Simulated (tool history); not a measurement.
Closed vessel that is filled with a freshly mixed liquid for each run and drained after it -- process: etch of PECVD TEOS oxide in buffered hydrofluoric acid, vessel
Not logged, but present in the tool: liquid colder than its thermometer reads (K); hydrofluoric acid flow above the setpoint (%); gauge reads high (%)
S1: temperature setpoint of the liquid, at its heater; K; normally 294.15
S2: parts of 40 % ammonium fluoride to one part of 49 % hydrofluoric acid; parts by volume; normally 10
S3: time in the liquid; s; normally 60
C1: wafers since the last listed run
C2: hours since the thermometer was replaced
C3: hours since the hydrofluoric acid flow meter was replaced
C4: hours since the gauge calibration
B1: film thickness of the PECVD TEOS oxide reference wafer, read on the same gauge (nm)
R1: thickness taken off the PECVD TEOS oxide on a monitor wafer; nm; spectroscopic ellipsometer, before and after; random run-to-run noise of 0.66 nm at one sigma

| run | hour | S1 | S2 | S3 | C1 | C2 | C3 | C4 | B1 | R1 |
|---|---|---|---|---|---|---|---|---|---|---|
| 1 | 0 | 294.15 | 10 | 60 | 0 | 691.7 | 285.2 | 409 | 49.99 | 82.05 |
| 2 | 55.6 | 294.15 | 10 | 60 | 7583 | 747.3 | 340.8 | 464.6 | 49.98 | 82.81 |
|  | 80.1 | hydrofluoric acid flow meter replaced |
| 3 | 84.4 | 294.15 | 10 | 60 | 3791 | 776.1 | 4.3 | 493.4 | 50.02 | 78.24 |
| 4 | 130.4 | 294.15 | 10 | 60 | 6273 | 822.1 | 50.3 | 539.4 | 50.03 | 79.44 |
| 5 | 163.2 | 294.15 | 10 | 60 | 4473 | 854.9 | 83.1 | 572.2 | 50 | 78.88 |
| 6 | 224.9 | 294.15 | 10 | 60 | 8414 | 916.6 | 144.8 | 633.9 | 50 | 77.64 |
| 7 | 280.4 | 294.15 | 10 | 60 | 7569 | 972.1 | 200.3 | 689.4 | 50.02 | 78.27 |
|  | 282 | thermometer replaced |
| 8 | 340.4 | 294.15 | 10 | 60 | 8046 | 58.4 | 260.3 | 749.4 | 50.02 | 88.1 |
| 9 | 378.2 | 291.65 | 10 | 70 | 5155 | 96.2 | 298.1 | 787.2 | 50.02 | 89.93 |
| 10 | 434.3 | 294.15 | 10 | 60 | 7651 | 152.3 | 354.2 | 843.3 | 50.03 | 88.22 |
|  | 464.1 | hydrofluoric acid flow meter replaced |
| 11 | 494.2 | 299.15 | 14 | 35 | 8033 | 212.2 | 30.1 | 903.2 | 49.97 | 46.98 |
|  | 553.6 | gauge calibrated |
| 12 | 555.4 | 290.15 | 13.5 | 70 | 8346 | 273.4 | 91.3 | 1.8 | 49.99 | 57.6 |
| 13 | 596.6 | 294.15 | 13.5 | 60 | 5619 | 314.6 | 132.5 | 43 | 50.01 | 63.05 |
| 14 | 636.1 | 294.15 | 10 | 60 | 5387 | 354.1 | 172 | 82.5 | 50 | 82.12 |
| 15 | 702.2 | 290.15 | 13.5 | 60 | 9015 | 420.2 | 238.1 | 148.6 | 50.03 | 50.48 |
| 16 | 792.3 | 296.15 | 12 | 40 | 12288 | 510.3 | 328.2 | 238.7 | 49.99 | 52.88 |
|  | 834.9 | hydrofluoric acid flow meter replaced |
| 17 | 862.7 | 295.65 | 11 | 40 | 9465 | 580.7 | 27.8 | 309.1 | 50.02 | 53.07 |
| 18 | 907.5 | 294.15 | 10 | 60 | 6110 | 625.5 | 72.6 | 353.9 | 50.01 | 81.23 |

Below are 4 alternative next runs, each starting from the tool's condition after run 18. Predict each:
| A | 908.2 | 294.15 | 10 | 60 | 95 | 626.2 | 73.3 | 354.6 | ? | ? |
| B | 908.2 | 291.65 | 11 | 80 | 95 | 626.2 | 73.3 | 354.6 | ? | ? |
| C | 908.2 | 294.15 | 10 | 90 | 95 | 626.2 | 73.3 | 354.6 | ? | ? |
| D | 908.2 | 290.15 | 10 | 30 | 95 | 626.2 | 73.3 | 354.6 | ? | ? |

| run | B1 | R1 |
|---|---|---|
| A | 50 | 79.93 |
| B | 50 | 84.89 |
| C | 50 | 119.9 |
| D | 50 | 31.84 |
What these runs would have given with no unlogged condition in the tool:
| run | R1 |
|---|---|
| A | 84.61 |
| B | 89.36 |
| C | 126.91 |
| D | 33.77 |
